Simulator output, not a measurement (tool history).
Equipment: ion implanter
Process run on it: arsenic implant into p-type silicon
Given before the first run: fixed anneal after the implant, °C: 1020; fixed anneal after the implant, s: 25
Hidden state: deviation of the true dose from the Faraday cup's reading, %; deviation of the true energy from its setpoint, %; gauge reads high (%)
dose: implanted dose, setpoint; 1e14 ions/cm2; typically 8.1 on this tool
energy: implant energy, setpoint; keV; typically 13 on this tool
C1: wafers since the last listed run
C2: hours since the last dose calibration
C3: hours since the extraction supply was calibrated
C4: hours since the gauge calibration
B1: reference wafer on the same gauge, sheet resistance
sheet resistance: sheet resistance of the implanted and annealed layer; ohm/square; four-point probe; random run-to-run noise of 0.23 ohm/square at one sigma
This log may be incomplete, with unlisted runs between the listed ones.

run 1 hour=0 | dose=7.58 energy=13 | C1=0 C2=498.2 C3=3369.6 C4=1226.7 | B1=164.99 | sheet_resistance=160.3
run 2 hour=47.2 | dose=8.1 energy=13 | C1=973 C2=545.4 C3=3416.8 C4=1273.9 | B1=165.06 | sheet_resistance=153.52
run 3 hour=87.6 | dose=8.1 energy=13 | C1=832 C2=585.8 C3=3457.2 C4=1314.3 | B1=164.89 | sheet_resistance=153.61
run 4 hour=178.1 | dose=8.1 energy=13 | C1=1866 C2=676.3 C3=3547.7 C4=1404.8 | B1=164.86 | sheet_resistance=153.47
run 5 hour=267.4 | dose=8.1 energy=13 | C1=1841 C2=765.6 C3=3637 C4=1494.1 | B1=164.98 | sheet_resistance=153.79
run 6 hour=341 | dose=8.1 energy=13 | C1=1517 C2=839.2 C3=3710.6 C4=1567.7 | B1=165.04 | sheet_resistance=154.13
run 7 hour=448.3 | dose=8.1 energy=11 | C1=2212 C2=946.5 C3=3817.9 C4=1675 | B1=164.95 | sheet_resistance=156.65
run 8 hour=504.3 | dose=8.1 energy=11 | C1=1154 C2=1002.5 C3=3873.9 C4=1731 | B1=165.04 | sheet_resistance=156.29
run 9 hour=575.7 | dose=6.66 energy=13 | C1=1472 C2=1073.9 C3=3945.3 C4=1802.4 | B1=164.99 | sheet_resistance=177.18
run 10 hour=724.2 | dose=6.66 energy=13 | C1=3061 C2=1222.4 C3=4093.8 C4=1950.9 | B1=165.05 | sheet_resistance=177.17
run 11 hour=810.5 | dose=8.1 energy=13 | C1=1779 C2=1308.7 C3=4180.1 C4=2037.2 | B1=164.97 | sheet_resistance=155.39
run 12 hour=903.6 | dose=8.1 energy=16.5 | C1=1919 C2=1401.8 C3=4273.2 C4=2130.3 | B1=165.06 | sheet_resistance=151.47
-- hour=933.6 gauge calibrated
run 13 hour=974 | dose=8.1 energy=16.5 | C1=1451 C2=1472.2 C3=4343.6 C4=40.4 | B1=165.06 | sheet_resistance=151.67
-- hour=990.9 Faraday cup replaced and dose calibrated
run 14 hour=1133.1 | dose=8.1 energy=16.5 | C1=3115 C2=142.2 C3=4502.7 C4=199.5 | B1=164.94 | sheet_resistance=148.8
run 15 hour=1229.1 | dose=8.1 energy=13 | C1=1979 C2=238.2 C3=4598.7 C4=295.5 | B1=164.83 | sheet_resistance=152.25
run 16 hour=1277.4 | dose=8.1 energy=13 | C1=995 C2=286.5 C3=4647 C4=343.8 | B1=164.89 | sheet_resistance=152.89
run 17 hour=1366.1 | dose=8.1 energy=14 | C1=1828 C2=375.2 C3=4735.7 C4=432.5 | B1=165.01 | sheet_resistance=151.64
run 18 hour=1453.5 | dose=9.51 energy=9.5 | C1=1802 C2=462.6 C3=4823.1 C4=519.9 | B1=164.98 | sheet_resistance=142.25
-- hour=1579.9 extraction supply calibrated
run 19 hour=1656.1 | dose=9.8 energy=17 | C1=4012 C2=665.2 C3=76.2 C4=722.5 | B1=165.07 | sheet_resistance=131.2
run 20 hour=1737.3 | dose=9.39 energy=9 | C1=1674 C2=746.4 C3=157.4 C4=803.7 | B1=164.95 | sheet_resistance=143.64
run 21 hour=1774.8 | dose=8.1 energy=13 | C1=773 C2=783.9 C3=194.9 C4=841.2 | B1=165.05 | sheet_resistance=153.41
run 22 hour=2073.3 | dose=8.1 energy=9.5 | C1=6154 C2=1082.4 C3=493.4 C4=1139.7 | B1=165.06 | sheet_resistance=157.8
run 23 hour=2123.8 | dose=6.57 energy=9.5 | C1=1041 C2=1132.9 C3=543.9 C4=1190.2 | B1=164.98 | sheet_resistance=182.49
run 24 hour=2185.4 | dose=8.1 energy=13 | C1=1270 C2=1194.5 C3=605.5 C4=1251.8 | B1=165.01 | sheet_resistance=154.04
run 25 hour=2264.7 | dose=6.66 energy=13 | C1=1635 C2=1273.8 C3=684.8 C4=1331.1 | B1=165.08 | sheet_resistance=177.51
run 26 hour=2366.2 | dose=5.95 energy=17 | C1=2092 C2=1375.3 C3=786.3 C4=1432.6 | B1=164.95 | sheet_resistance=187.45
run 27 hour=2422.4 | dose=8.1 energy=13 | C1=1158 C2=1431.5 C3=842.5 C4=1488.8 | B1=165.01 | sheet_resistance=154.99
run 28 hour=2484.7 | dose=8.1 energy=13 | C1=1284 C2=1493.8 C3=904.8 C4=1551.1 | B1=164.96 | sheet_resistance=155.33
-- hour=2493.4 Faraday cup replaced and dose calibrated
run 29 hour=2581.1 | dose=10.38 energy=11.5 | C1=1822 C2=87.7 C3=1001.2 C4=1647.5 | B1=165.07 | sheet_resistance=133.37
run 30 hour=2617.3 | dose=5.7 energy=14.5 | C1=746 C2=123.9 C3=1037.4 C4=1683.7 | B1=165.04 | sheet_resistance=194.81

Expected results for the next run?
run 31 hour=2675.5 | dose=8.1 energy=13 | C1=1200 C2=182.1 C3=1095.6 C4=1741.9 | B1=? | sheet_resistance=?

For run 31 the tool returned B1 164.94, sheet resistance 152.8 ohm/square.
With no hidden state in the tool, this same run would have given sheet resistance 152.71 ohm/square.
